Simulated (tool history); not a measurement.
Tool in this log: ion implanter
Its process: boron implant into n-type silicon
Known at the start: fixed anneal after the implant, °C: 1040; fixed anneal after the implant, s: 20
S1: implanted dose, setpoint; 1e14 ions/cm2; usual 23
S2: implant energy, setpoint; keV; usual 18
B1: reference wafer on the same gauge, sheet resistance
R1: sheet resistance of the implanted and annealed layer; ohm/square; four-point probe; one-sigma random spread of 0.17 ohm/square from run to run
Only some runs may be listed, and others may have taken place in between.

run     day     S1    S2     B1     R1
  1       0     23    18  63.21  69.43
  2   1.308     23    18  63.17  69.63
  3   2.442     23    18  63.24  69.31
  4   3.042     23    18  63.14  69.39
  5   4.262     23    18  63.16   69.3
  6   5.225     23    18  63.23  69.38
  7   5.775     23    18  63.24  69.65
  8    7.25     23    18  63.19  69.36
  9   7.779     23    18  63.24  69.39
 10   9.058     23    18  63.17  69.01
 11  10.504     23    18  63.18  68.97
     11.046  -- gauge calibrated
 12  11.388     23    18  63.14   68.9
 13  14.079     23    18  63.22  68.81
      14.65  -- Faraday cup replaced and dose calibrated
     15.021  -- extraction supply calibrated
 14  15.042  17.95    18  63.16  82.25
 15  15.467     23    18  63.14  70.98
 16  16.958  20.39    15   63.2  80.12
 17    17.9     23    23  63.21  66.39
 18  18.888  17.48    20  63.19  82.18
 19  19.608  29.78  19.5  63.09  61.39
 20  21.004  20.88    15  63.27  79.07
 21  21.904  25.35  23.5  63.19  62.26
 22  23.258  27.35  20.5  63.26  62.27
 23  24.146  25.04    18  63.25   67.7
 24  24.654  25.35  23.5  63.13  62.15

What if the next run were any one of these 4? Each begins from the tool's condition after run 24:
  A  24.671   29.3  18   ?   ?
  B  24.671     23  24   ?   ?
  C  24.671  28.14  24   ?   ?
  D  24.671  27.35  18   ?   ?

run     B1     R1
  A  63.14  63.76
  B  63.14  65.67
  C  63.14  58.46
  D  63.14  65.46
With the hidden condition removed and each run's random variation left untouched, the same runs would have given:
run     R1
  A  63.71
  B  65.58
  C   58.4
  D  65.41
